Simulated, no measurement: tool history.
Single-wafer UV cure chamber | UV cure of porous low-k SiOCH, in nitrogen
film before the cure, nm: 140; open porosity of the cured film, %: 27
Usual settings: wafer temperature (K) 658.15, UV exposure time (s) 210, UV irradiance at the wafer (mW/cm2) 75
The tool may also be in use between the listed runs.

run    hour  wafer temperature (K)  UV exposure time (s)  UV irradiance at the wafer (mW/cm2)  loss of film thickness in the cure (%)
  1       0                 658.15                   210                                   75                                  11.908
  2    25.7                 645.15                   210                                   75                                  11.295
  3    92.7                 645.15                   210                                   75                                  11.547
  4   143.8                 645.15                   210                                   75                                   11.13
  5   202.9                 658.15                   210                                   75                                  11.387
  6   370.6                 658.15                   210                                   75                                  11.732
  7   408.2                 658.15                   285                                   51                                  11.468
  8   467.2                 658.15                   210                                   75                                  11.745
  9   523.6                 658.15                   210                                   75                                    11.2
      534.7  -- quartz window cleaned
 10   560.3                 658.15                   210                                   75                                   11.55
 11   586.2                 658.15                   210                                   75                                  11.639
      659.9  -- UV bulbs replaced
 12   660.4                 658.15                   210                                   75                                  11.651
 13   708.4                 658.15                   210                                   75                                  11.506
 14   747.1                 658.15                   210                                   75                                  11.817
 15   798.1                 658.15                   210                                   75                                  11.464
 16   831.7                 658.15                   210                                   52                                   9.521
 17   864.9                 669.15                   160                                   42                                   7.853
 18   892.1                 663.15                   315                                   97                                  14.427
 19   929.8                 658.15                   120                                   75                                   9.064
 20   989.8                 658.15                   210                                   75                                  11.746
 21  1037.2                 665.15                    85                                   75                                   7.686
     1072.8  -- quartz window cleaned
 22  1092.3                 669.15                   155                                  115                                  12.306

The next listed run, before its measurement:
 23  1146.7                 658.15                   210                                   75                                       ?

loss of film thickness in the cure (%): 11.533
Without the tool's hidden state the same run would have given loss of film thickness in the cure (%) 11.533.

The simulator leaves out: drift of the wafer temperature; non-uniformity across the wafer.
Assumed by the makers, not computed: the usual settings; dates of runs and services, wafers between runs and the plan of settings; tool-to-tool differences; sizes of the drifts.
